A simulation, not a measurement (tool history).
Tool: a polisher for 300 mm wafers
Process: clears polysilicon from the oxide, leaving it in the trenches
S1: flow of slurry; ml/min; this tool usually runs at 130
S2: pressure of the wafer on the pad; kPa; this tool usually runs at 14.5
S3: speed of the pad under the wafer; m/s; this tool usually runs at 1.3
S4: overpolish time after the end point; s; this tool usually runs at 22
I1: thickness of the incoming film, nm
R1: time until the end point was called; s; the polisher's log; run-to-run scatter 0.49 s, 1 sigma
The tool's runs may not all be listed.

run   hour   S1    S2    S3  S4     I1    R1
  1      0  130  14.5   1.3  22    492  38.2
       6.5  -- worn pad replaced by a new one
  2      7  130  14.5   1.3  22  490.5  37.2
  3   19.4  130  14.5   1.3  22  493.9  37.5
  4   29.9  130  14.5   1.3  22    498  38.5
  5   41.7  130  14.5   1.3  30  494.3    38
  6   57.4  130  14.5   1.3  30  488.8  38.3
      63.9  -- worn pad replaced by a new one
  7   88.7  130  14.5  1.08  22    490  45.9
  8   98.4  145  14.5   1.3  22  489.4    39
  9  109.9  130  14.5   1.3  22  488.8    39
 10  118.3  130  14.5   1.3  22  489.6  38.7
     127.7  -- worn pad replaced by a new one
 11  129.3  130  14.5   1.3  22  492.8  40.1
       136  -- slurry nozzle cleaned
 12  142.9  130  17.9   1.3  22  496.5  28.1
 13    151  130  14.5   1.3  22  491.3  35.4
 14  160.5  150  12.4  0.92  13  487.7  54.2
 15  170.5  130  17.2   0.9  22  495.7  41.6
     180.1  -- worn pad replaced by a new one
 16  180.6  130  14.5  0.94  22  490.4  47.8
 17  189.8  130  15.9   1.3  10  489.4  32.5
 18  199.1   85  14.5   1.3  22    494    42
     223.3  -- head pressure recalibrated
     245.8  -- worn pad replaced by a new one
 19  246.1   85  14.5   1.3  22  481.2  41.8
 20  259.7  105  14.5     1  22  493.2  48.9
 21  266.7  150  14.5   1.3  22  490.9  35.2
 22  282.7  160  14.5  1.48  34  492.4  31.2
 23  298.7  130    11   1.3  22  491.7  47.8

Predict each of these 5 candidate next runs independently; none follows another, all start after run 23:
  A  299.1  130  14.5   1.3  22  489.3   ?
  B  299.1  150   9.7  1.58  31  489.3   ?
  C  299.1  100  14.5  1.06  32  489.3   ?
  D  299.1  170  16.5   1.3  22  489.3   ?
  E  299.1  120  13.1  1.06  11  489.3   ?

run    R1
  A  36.6
  B  43.5
  C  47.6
  D  30.1
  E  49.3
The same runs, with their run-to-run variation unchanged, on a tool lacking any hidden condition would have given:
run    R1
  A  34.4
  B  41.2
  C  43.9
  D  28.7
  E  46.1
